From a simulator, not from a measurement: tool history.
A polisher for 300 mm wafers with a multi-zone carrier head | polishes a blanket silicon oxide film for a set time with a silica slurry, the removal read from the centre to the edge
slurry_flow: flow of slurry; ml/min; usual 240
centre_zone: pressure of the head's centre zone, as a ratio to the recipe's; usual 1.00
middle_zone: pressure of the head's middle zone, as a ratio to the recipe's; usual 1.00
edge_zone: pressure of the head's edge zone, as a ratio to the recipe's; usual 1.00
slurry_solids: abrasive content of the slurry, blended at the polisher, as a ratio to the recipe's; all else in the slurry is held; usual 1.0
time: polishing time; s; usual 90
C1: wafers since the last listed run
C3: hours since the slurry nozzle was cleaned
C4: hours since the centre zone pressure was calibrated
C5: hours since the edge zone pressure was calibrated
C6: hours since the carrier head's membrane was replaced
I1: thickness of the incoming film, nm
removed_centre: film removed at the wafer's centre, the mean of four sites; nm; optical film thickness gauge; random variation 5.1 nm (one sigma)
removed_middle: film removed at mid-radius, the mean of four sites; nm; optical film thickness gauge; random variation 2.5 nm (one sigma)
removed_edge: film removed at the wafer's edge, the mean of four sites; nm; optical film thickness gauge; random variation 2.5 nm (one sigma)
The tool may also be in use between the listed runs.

Run 1, hour 0.0: usual settings; C1 0; wafers polished on this pad 1770; C3 133.3; C4 1213.8; C5 357.7; C6 760.7; I1 1043.9. Result: removed_centre 338.1 nm, removed_middle 355.1 nm, removed_edge 342.6 nm.
At hour 2.1: centre zone pressure recalibrated.
Run 2, hour 52.5: usual settings; C1 727; wafers polished on this pad 2497; C3 185.8; C4 50.4; C5 410.2; C6 813.2; I1 1054.0. Result: removed_centre 344.7 nm, removed_middle 351.7 nm, removed_edge 348.8 nm.
Run 3, hour 102.0: usual settings; C1 712; wafers polished on this pad 3210; C3 235.3; C4 99.9; C5 459.7; C6 862.7; I1 1047.1. Result: removed_centre 349.4 nm, removed_middle 354.1 nm, removed_edge 340.9 nm.
Run 4, hour 167.7: usual settings; C1 946; wafers polished on this pad 4156; C3 301.0; C4 165.6; C5 525.4; C6 928.4; I1 1036.2. Result: removed_centre 346.0 nm, removed_middle 355.1 nm, removed_edge 342.6 nm.
At hour 237.6: slurry nozzle cleaned.
Run 5, hour 262.6: usual settings; C1 1352; wafers polished on this pad 5508; C3 25.0; C4 260.5; C5 620.3; C6 1023.3; I1 1052.1. Result: removed_centre 340.2 nm, removed_middle 354.8 nm, removed_edge 342.8 nm.
At hour 279.9: worn pad replaced by a new one.
Run 6, hour 325.6: usual settings; C1 849; wafers polished on this pad 658; C3 88.0; C4 323.5; C5 683.3; C6 1086.3; I1 1040.2. Result: removed_centre 346.3 nm, removed_middle 356.9 nm, removed_edge 350.5 nm.
At hour 348.3: edge zone pressure recalibrated.
Run 7, hour 394.0: usual settings but slurry_flow 165 ml/min, middle_zone 0.90, edge_zone 0.91, slurry_solids 0.8; C1 956; wafers polished on this pad 1614; C3 156.4; C4 391.9; C5 45.7; C6 1154.7; I1 1052.0. Result: removed_centre 264.9 nm, removed_middle 252.0 nm, removed_edge 259.8 nm.
Run 8, hour 434.9: usual settings but slurry_flow 320 ml/min, middle_zone 1.09, edge_zone 1.06, time 68 s; C1 588; wafers polished on this pad 2203; C3 197.3; C4 432.8; C5 86.6; C6 1195.6; I1 1036.7. Result: removed_centre 264.1 nm, removed_middle 292.8 nm, removed_edge 272.4 nm.
At hour 456.3: carrier head's membrane replaced by a new one.
Run 9, hour 499.0: usual settings; C1 851; wafers polished on this pad 3054; C3 261.4; C4 496.9; C5 150.7; C6 42.7; I1 1037.4. Result: removed_centre 345.4 nm, removed_middle 355.2 nm, removed_edge 344.2 nm.
Run 10, hour 541.6: usual settings but slurry_flow 210 ml/min; C1 613; wafers polished on this pad 3667; C3 304.0; C4 539.5; C5 193.3; C6 85.3; I1 1036.8. Result: removed_centre 340.2 nm, removed_middle 346.3 nm, removed_edge 341.7 nm.

The next listed run, before its measurement:
Run 11, hour 621.9: usual settings but centre_zone 0.91, slurry_solids 1.2; C1 1156; wafers polished on this pad 4823; C3 384.3; C4 619.8; C5 273.6; C6 165.6; I1 1052.7. Result: removed_centre ?, removed_middle ?, removed_edge ?.

{"run 11": {"removed_centre": 354.1, "removed_middle": 402.4, "removed_edge": 392.5}}
Without the tool's hidden state the same run would have given removed_centre 354.1 nm, removed_middle 402.4 nm, removed_edge 392.5 nm.
